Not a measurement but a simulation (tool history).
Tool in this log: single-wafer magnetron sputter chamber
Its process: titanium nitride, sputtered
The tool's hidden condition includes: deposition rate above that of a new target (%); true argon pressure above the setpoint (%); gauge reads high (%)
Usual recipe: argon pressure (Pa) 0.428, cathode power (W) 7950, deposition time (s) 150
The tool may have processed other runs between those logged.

run,hour,argon pressure (Pa),cathode power (W),deposition time (s),wafers since the last listed run,wafers on the sputter target,hours since the last manometer calibration,hours since the magnet pack was replaced,hours since the gauge calibration,"read-back reference wafer on the same gauge, thickness_nm",mean film thickness on the monitor wafer (angstrom)
1,0,0.428,7950,168,0,699,1174.1,7619.7,733.2,281.295,2784.49
# hour 8.6: capacitance manometer re-zeroed and calibrated
2,61.8,0.428,7950,150,398,1097,53.2,7681.5,795,281.152,2484.47
3,150.4,0.428,7950,150,656,1754,141.8,7770.1,883.6,281.089,2426.18
4,294.1,0.319,7950,150,1064,2818,285.5,7913.8,1027.3,281.11,2509.06
5,382.2,0.478,7950,172,652,3470,373.6,8001.9,1115.4,280.68,2736.04
6,455,0.478,7950,172,539,4010,446.4,8074.7,1188.2,280.959,2703.97
7,549.2,0.478,7950,172,697,4707,540.6,8168.9,1282.4,280.722,2702.58
8,605.7,0.428,7950,150,418,5126,597.1,8225.4,1338.9,280.815,2379.87
9,655.4,0.428,7000,150,368,5494,646.8,8275.1,1388.6,281.289,2097.37
# hour 791.7: magnet pack replaced
# hour 932.4: sputter target and shields replaced
10,952.3,0.428,7950,150,2080,147,943.7,160.6,1685.5,281.154,2533.6
11,1021.3,0.428,7950,150,511,658,1012.7,229.6,1754.5,281.179,2506.28
# hour 1048.8: capacitance manometer re-zeroed and calibrated
12,1075.6,0.428,7500,150,342,1001,26.8,283.9,1808.8,280.843,2333.42
13,1130.5,0.428,7500,150,406,1407,81.7,338.8,1863.7,280.952,2329.84
14,1172,0.428,7500,150,307,1715,123.2,380.3,1905.2,281.129,2320.83
15,1255.7,0.428,6800,143,619,2335,206.9,464,1988.9,280.668,1993.87
16,1333.9,0.428,7950,150,579,2914,285.1,542.2,2067.1,281.317,2436.68
17,1380.8,0.546,7150,150,347,3261,332,589.1,2114,281.148,2091.05
# hour 1390.4: gauge calibrated
18,1479.9,0.428,7950,150,734,3995,431.1,688.2,89.5,281.198,2418.25
19,1561.9,0.428,7950,140,607,4603,513.1,770.2,171.5,280.758,2245.49
20,1605.2,0.428,7500,150,320,4923,556.4,813.5,214.8,281.127,2256.94
21,1675.4,0.59,9750,131,519,5443,626.6,883.7,285,281.241,2423.69
22,1749.4,0.483,6950,127,548,5991,700.6,957.7,359,281.382,1735.31
23,1786.8,0.313,8500,133,277,6269,738,995.1,396.4,281.039,2361.88
24,1867.4,0.334,6050,171,596,6865,818.6,1075.7,477,281.024,2125.3
25,1935.9,0.428,7950,133,507,7373,887.1,1144.2,545.5,280.995,2109.95
26,2011.4,0.428,7950,150,559,7932,962.6,1219.7,621,281.239,2375.55
27,2090.9,0.428,9850,150,588,8521,1042.1,1299.2,700.5,280.876,2964.09
# hour 2109.3: sputter target and shields replaced
28,2197.8,0.428,7950,150,732,655,1149,1406.1,807.4,280.887,2507.6
29,2289.5,0.428,7950,150,679,1334,1240.7,1497.8,899.1,280.89,2470.63
30,2364.3,0.562,7200,172,554,1888,1315.5,1572.6,973.9,280.926,2448.67

Pick out some run-to-run changes in mean film thickness on the monitor wafer (angstrom). Of each, how much would a tool without hidden state show as well, from the settings, what came in and chance, and how much is left for the hidden state and any gauge scatter not in both results compared?
Run 9 -> 10: cathode power (W) 7000 -> 7950, magnet pack replaced, sputter target and shields replaced. mean film thickness on the monitor wafer (angstrom) +436.23: hidden state +120.61, all else +315.62.
Run 21 -> 22: argon pressure (Pa) 0.59 -> 0.483, cathode power (W) 9750 -> 6950, deposition time (s) 131 -> 127. mean film thickness on the monitor wafer (angstrom) -688.38: hidden state +41.81, all else -730.19.
Run 22 -> 23: argon pressure (Pa) 0.483 -> 0.313, cathode power (W) 6950 -> 8500, deposition time (s) 127 -> 133. mean film thickness on the monitor wafer (angstrom) +626.57: hidden state -43.28, all else +669.85.
Run 26 -> 27: cathode power (W) 7950 -> 9850. mean film thickness on the monitor wafer (angstrom) +588.54: hidden state -43.19, all else +631.73.
Run 27 -> 28: cathode power (W) 9850 -> 7950, sputter target and shields replaced. mean film thickness on the monitor wafer (angstrom) -456.49: hidden state +160.59, all else -617.08.

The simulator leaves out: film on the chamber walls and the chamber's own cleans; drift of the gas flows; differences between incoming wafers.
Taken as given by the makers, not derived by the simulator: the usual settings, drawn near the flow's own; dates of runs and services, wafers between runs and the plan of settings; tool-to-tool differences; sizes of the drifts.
